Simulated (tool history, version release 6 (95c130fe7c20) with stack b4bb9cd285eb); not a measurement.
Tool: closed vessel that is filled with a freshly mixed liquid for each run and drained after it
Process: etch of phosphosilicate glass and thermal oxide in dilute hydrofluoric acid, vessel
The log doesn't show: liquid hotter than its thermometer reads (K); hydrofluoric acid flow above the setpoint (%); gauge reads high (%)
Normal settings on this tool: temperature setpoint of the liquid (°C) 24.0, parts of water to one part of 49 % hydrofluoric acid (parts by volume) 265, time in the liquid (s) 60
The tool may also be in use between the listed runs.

| run | hour | temperature setpoint of the liquid (°C) | parts of water to one part of 49 % hydrofluoric acid (parts by volume) | time in the liquid (s) | wafers since the last listed run | hours since the thermometer was replaced | hours since the hydrofluoric acid flow meter was replaced | hours since the gauge calibration | read-back film thickness of the phosphosilicate glass reference wafer, read on the same gauge (nm) | read-back film thickness of the thermal oxide reference wafer, read on the same gauge (nm) | thickness taken off the phosphosilicate glass on a monitor wafer (Å) | thickness taken off the thermal oxide on a monitor wafer (Å) |
|---|---|---|---|---|---|---|---|---|---|---|---|---|
| 1 | 0.0 | 24.0 | 265 | 45 | 0 | 116.8 | 1880.7 | 1929.4 | 90.04 | 140.006 | 177.1 | 6.49 |
|  | 30.6 | hydrofluoric acid flow meter replaced |
| 2 | 65.1 | 20.5 | 265 | 85 | 6800 | 181.9 | 34.5 | 1994.5 | 90.00 | 139.996 | 299.4 | 10.57 |
| 3 | 102.2 | 24.0 | 385 | 35 | 3935 | 219.0 | 71.6 | 2031.6 | 90.02 | 139.981 | 84.5 | 3.09 |
| 4 | 173.3 | 20.0 | 190 | 60 | 7542 | 290.1 | 142.7 | 2102.7 | 89.99 | 139.997 | 309.6 | 11.21 |
| 5 | 243.4 | 25.5 | 140 | 80 | 7436 | 360.2 | 212.8 | 2172.8 | 90.01 | 139.992 | 729.8 | 27.18 |
| 6 | 301.6 | 24.0 | 365 | 60 | 6174 | 418.4 | 271.0 | 2231.0 | 90.00 | 139.993 | 157.6 | 5.68 |
| 7 | 345.8 | 20.0 | 315 | 50 | 4689 | 462.6 | 315.2 | 2275.2 | 90.02 | 139.998 | 136.7 | 4.97 |
|  | 362.6 | gauge calibrated |
| 8 | 378.4 | 27.0 | 135 | 30 | 3458 | 495.2 | 347.8 | 15.8 | 90.00 | 140.014 | 299.7 | 10.94 |
| 9 | 411.4 | 27.5 | 325 | 90 | 3500 | 528.2 | 380.8 | 48.8 | 90.00 | 139.979 | 305.6 | 11.93 |
| 10 | 444.9 | 28.5 | 390 | 30 | 3553 | 561.7 | 414.3 | 82.3 | 89.99 | 140.021 | 82.5 | 3.13 |
| 11 | 478.2 | 20.5 | 265 | 85 | 3532 | 595.0 | 447.6 | 115.6 | 90.00 | 140.025 | 297.1 | 10.96 |
| 12 | 522.1 | 24.0 | 265 | 60 | 4657 | 638.9 | 491.5 | 159.5 | 90.01 | 140.002 | 241.1 | 8.94 |
| 13 | 575.9 | 24.0 | 210 | 60 | 5707 | 692.7 | 545.3 | 213.3 | 89.98 | 139.994 | 319.7 | 11.44 |
| 14 | 611.4 | 24.0 | 265 | 60 | 3766 | 728.2 | 580.8 | 248.8 | 90.03 | 139.994 | 240.0 | 9.19 |
| 15 | 646.0 | 20.5 | 145 | 85 | 3670 | 762.8 | 615.4 | 283.4 | 90.02 | 139.971 | 626.0 | 22.79 |
| 16 | 678.0 | 24.0 | 265 | 60 | 3394 | 794.8 | 647.4 | 315.4 | 90.06 | 140.018 | 242.4 | 8.40 |
| 17 | 738.4 | 24.0 | 390 | 35 | 6407 | 855.2 | 707.8 | 375.8 | 90.00 | 140.032 | 86.3 | 3.17 |
| 18 | 800.0 | 24.0 | 380 | 60 | 6535 | 916.8 | 769.4 | 437.4 | 90.00 | 140.006 | 147.7 | 5.75 |
| 19 | 865.5 | 20.0 | 265 | 75 | 6948 | 982.3 | 834.9 | 502.9 | 89.99 | 140.001 | 259.2 | 10.18 |
| 20 | 915.4 | 24.0 | 265 | 60 | 5293 | 1032.2 | 884.8 | 552.8 | 89.97 | 139.996 | 244.8 | 8.80 |
| 21 | 978.1 | 24.0 | 265 | 60 | 6651 | 1094.9 | 947.5 | 615.5 | 89.99 | 139.997 | 239.6 | 9.27 |
| 22 | 1021.2 | 24.0 | 155 | 60 | 4572 | 1138.0 | 990.6 | 658.6 | 90.03 | 139.984 | 469.7 | 18.77 |
| 23 | 1195.3 | 25.5 | 265 | 70 | 18469 | 1312.1 | 1164.7 | 832.7 | 90.00 | 140.007 | 300.9 | 10.92 |
| 24 | 1258.4 | 24.0 | 265 | 60 | 6694 | 1375.2 | 1227.8 | 895.8 | 90.00 | 139.985 | 244.1 | 8.47 |
| 25 | 1317.2 | 29.0 | 265 | 35 | 6237 | 1434.0 | 1286.6 | 954.6 | 89.98 | 139.998 | 169.6 | 5.83 |

Pick out some run-to-run changes in thickness taken off the phosphosilicate glass on a monitor wafer (Å). Of each, how much would a tool without hidden state show as well, from the settings, what came in and chance, and how much is left for the hidden state and any gauge scatter not in both results compared?
Run 4 -> 5: temperature setpoint of the liquid (°C) 20.0 -> 25.5, parts of water to one part of 49 % hydrofluoric acid (parts by volume) 190 -> 140, time in the liquid (s) 60 -> 80. thickness taken off the phosphosilicate glass on a monitor wafer (Å) +420.2: hidden state +9.5, all else +410.7.
Run 5 -> 6: temperature setpoint of the liquid (°C) 25.5 -> 24.0, parts of water to one part of 49 % hydrofluoric acid (parts by volume) 140 -> 365, time in the liquid (s) 80 -> 60. thickness taken off the phosphosilicate glass on a monitor wafer (Å) -572.2: hidden state -12.2, all else -560.0.
Run 14 -> 15: temperature setpoint of the liquid (°C) 24.0 -> 20.5, parts of water to one part of 49 % hydrofluoric acid (parts by volume) 265 -> 145, time in the liquid (s) 60 -> 85. thickness taken off the phosphosilicate glass on a monitor wafer (Å) +386.0: hidden state +15.1, all else +370.9.
Run 15 -> 16: temperature setpoint of the liquid (°C) 20.5 -> 24.0, parts of water to one part of 49 % hydrofluoric acid (parts by volume) 145 -> 265, time in the liquid (s) 85 -> 60. thickness taken off the phosphosilicate glass on a monitor wafer (Å) -383.6: hidden state -14.5, all else -369.1.
